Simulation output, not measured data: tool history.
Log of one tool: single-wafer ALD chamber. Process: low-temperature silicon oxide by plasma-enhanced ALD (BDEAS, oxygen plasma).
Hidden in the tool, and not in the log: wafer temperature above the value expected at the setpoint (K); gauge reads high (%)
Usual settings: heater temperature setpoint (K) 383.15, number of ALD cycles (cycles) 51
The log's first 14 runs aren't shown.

run,day,heater temperature setpoint (K),number of ALD cycles (cycles),wafers since the last listed run,hours since the last thermocouple change,hours since the gauge calibration,"read-back reference wafer on the same gauge, thickness_nm",mean film thickness on the monitor wafer (angstrom)
15,6.450,383.15,51,70,1869.0,257.0,7.547,70.50
16,6.779,383.15,51,51,1876.9,264.9,7.547,70.51
17,7.096,376.15,51,49,1884.5,272.5,7.550,71.51
18,8.150,376.15,51,164,1909.8,297.8,7.563,71.68
19,8.729,376.15,51,90,1923.7,311.7,7.569,71.70
20,9.350,383.15,51,96,1938.6,326.6,7.573,70.91
21,9.738,395.15,51,60,1947.9,335.9,7.581,69.46
22,10.175,373.15,51,68,1958.4,346.4,7.584,72.46
23,10.546,383.15,54,57,1967.3,355.3,7.586,75.29
24,11.175,383.15,51,98,1982.4,370.4,7.598,71.46
# day 11.496: gauge calibrated
25,11.908,383.15,51,114,2000.0,9.9,7.516,70.37
26,12.304,374.15,59,61,2009.5,19.4,7.518,82.53
27,12.758,389.15,43,70,2020.4,30.3,7.521,58.93
28,13.071,369.15,45,48,2027.9,37.8,7.518,63.95
29,13.617,390.15,45,85,2041.0,50.9,7.519,61.55
30,13.942,383.15,51,50,2048.8,58.7,7.521,70.37
31,14.204,373.15,47,40,2055.1,65.0,7.523,65.97

Forecast run 32:
32,14.475,383.15,46,42,2061.6,71.5,?,?

{"run 32": {"read-back reference wafer on the same gauge, thickness_nm": 7.523, "mean film thickness on the monitor wafer (angstrom)": 63.77}}
Without the tool's hidden state the same run would have given mean film thickness on the monitor wafer (angstrom) 63.59.
